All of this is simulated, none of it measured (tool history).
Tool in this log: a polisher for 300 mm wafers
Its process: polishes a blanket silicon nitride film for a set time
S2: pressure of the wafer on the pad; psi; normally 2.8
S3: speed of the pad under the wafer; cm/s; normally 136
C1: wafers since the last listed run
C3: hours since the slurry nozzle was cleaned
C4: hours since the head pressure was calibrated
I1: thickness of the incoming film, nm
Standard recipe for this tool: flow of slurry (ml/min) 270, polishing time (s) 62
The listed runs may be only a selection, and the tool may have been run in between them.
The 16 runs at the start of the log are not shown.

Run 17, day 14.796: usual settings; C1 293; wafers polished on this pad 3923; C3 169.3; C4 164.4; I1 733.4. Result: film removed (Å) 1072.
At day 15.338: worn pad replaced by a new one, repeated, since the last time left the tool worse.
Run 18, day 15.358: usual settings but flow of slurry (ml/min) 210, S2 2.1 psi; C1 141; wafers polished on this pad 7; C3 182.8; C4 177.9; I1 735.9. Result: film removed (Å) 984.
Run 19, day 16.429: usual settings but flow of slurry (ml/min) 330; C1 383; wafers polished on this pad 391; C3 208.5; C4 203.6; I1 720.7. Result: film removed (Å) 1295.
Run 20, day 17.162: usual settings but flow of slurry (ml/min) 220, S2 2.1 psi, S3 176 cm/s, polishing time (s) 77; C1 262; wafers polished on this pad 653; C3 226.1; C4 221.2; I1 721.2. Result: film removed (Å) 1487.
Run 21, day 17.875: usual settings; C1 255; wafers polished on this pad 908; C3 243.2; C4 238.3; I1 739.6. Result: film removed (Å) 1260.
Run 22, day 19.346: usual settings but S3 154 cm/s; C1 526; wafers polished on this pad 1435; C3 278.5; C4 273.6; I1 720. Result: film removed (Å) 1373.
Run 23, day 19.938: usual settings but polishing time (s) 68; C1 211; wafers polished on this pad 1647; C3 292.7; C4 287.8; I1 737.9. Result: film removed (Å) 1361.
Run 24, day 21.383: usual settings; C1 517; wafers polished on this pad 2165; C3 327.4; C4 322.5; I1 731.4. Result: film removed (Å) 1222.
Run 25, day 22.275: usual settings but flow of slurry (ml/min) 300, S2 2.1 psi, S3 152 cm/s; C1 319; wafers polished on this pad 2484; C3 348.8; C4 343.9; I1 734.2. Result: film removed (Å) 1054.
Run 26, day 23.412: usual settings but flow of slurry (ml/min) 335, S3 172 cm/s, polishing time (s) 52; C1 407; wafers polished on this pad 2891; C3 376.1; C4 371.2; I1 723.7. Result: film removed (Å) 1250.
Run 27, day 24.142: usual settings; C1 261; wafers polished on this pad 3152; C3 393.6; C4 388.7; I1 719.7. Result: film removed (Å) 1228.
At day 25.1: worn pad replaced by a new one.
Run 28, day 25.467: usual settings; C1 414; wafers polished on this pad 131; C3 425.4; C4 420.5; I1 724.8. Result: film removed (Å) 1299.
Run 29, day 26.338: usual settings but S2 3.7 psi; C1 311; wafers polished on this pad 443; C3 446.3; C4 441.4; I1 730. Result: film removed (Å) 1582.
At day 27.342: head pressure recalibrated.
Run 30, day 27.362: usual settings; C1 337; wafers polished on this pad 780; C3 470.9; C4 0.5; I1 737.1. Result: film removed (Å) 1272.
Run 31, day 28.404: usual settings but S2 3.7 psi, S3 96 cm/s, polishing time (s) 74; C1 373; wafers polished on this pad 1153; C3 495.9; C4 25.5; I1 718.2. Result: film removed (Å) 1429.
At day 29: slurry nozzle cleaned.
Run 32, day 29.429: usual settings but flow of slurry (ml/min) 335, S3 172 cm/s, polishing time (s) 52; C1 352; wafers polished on this pad 1505; C3 10.3; C4 50.1; I1 720.7. Result: film removed (Å) 1244.
Run 33, day 30.425: usual settings but flow of slurry (ml/min) 340, S2 3.2 psi, S3 116 cm/s, polishing time (s) 49; C1 356; wafers polished on this pad 1862; C3 34.2; C4 74; I1 723.7. Result: film removed (Å) 977.
Run 34, day 30.967: usual settings but polishing time (s) 48; C1 193; wafers polished on this pad 2056; C3 47.2; C4 87; I1 722.1. Result: film removed (Å) 973.
Run 35, day 32.446: usual settings but flow of slurry (ml/min) 300, S2 3.6 psi, polishing time (s) 79; C1 529; wafers polished on this pad 2585; C3 82.7; C4 122.5; I1 724.5. Result: film removed (Å) 1970.
At day 33.383: worn pad replaced by a new one.
Run 36, day 33.804: usual settings but flow of slurry (ml/min) 325; C1 426; wafers polished on this pad 151; C3 115.3; C4 155.1; I1 732.7. Result: film removed (Å) 1304.
Run 37, day 35.2: usual settings but S2 2.1 psi, polishing time (s) 74; C1 499; wafers polished on this pad 651; C3 148.8; C4 188.6; I1 732.2. Result: film removed (Å) 1183.

Below are 4 alternative next runs, each starting from the tool's condition after run 37. Predict each:
Run A, day 35.217: usual settings; C1 5; wafers polished on this pad 657; C3 149.2; C4 189; I1 731.6. Result: film removed (Å) ?.
Run B, day 35.217: usual settings but flow of slurry (ml/min) 315, S2 3.8 psi, S3 108 cm/s, polishing time (s) 79; C1 5; wafers polished on this pad 657; C3 149.2; C4 189; I1 731.6. Result: film removed (Å) ?.
Run C, day 35.217: usual settings but flow of slurry (ml/min) 355, S2 3.4 psi; C1 5; wafers polished on this pad 657; C3 149.2; C4 189; I1 731.6. Result: film removed (Å) ?.
Run D, day 35.217: usual settings but S2 2.5 psi, polishing time (s) 44; C1 5; wafers polished on this pad 657; C3 149.2; C4 189; I1 731.6. Result: film removed (Å) ?.

run  film removed (Å)
  A              1254
  B              1764
  C              1520
  D               808
Without the tool's unlogged condition, the same runs would have read:
run  film removed (Å)
  A              1297
  B              1825
  C              1572
  D               835
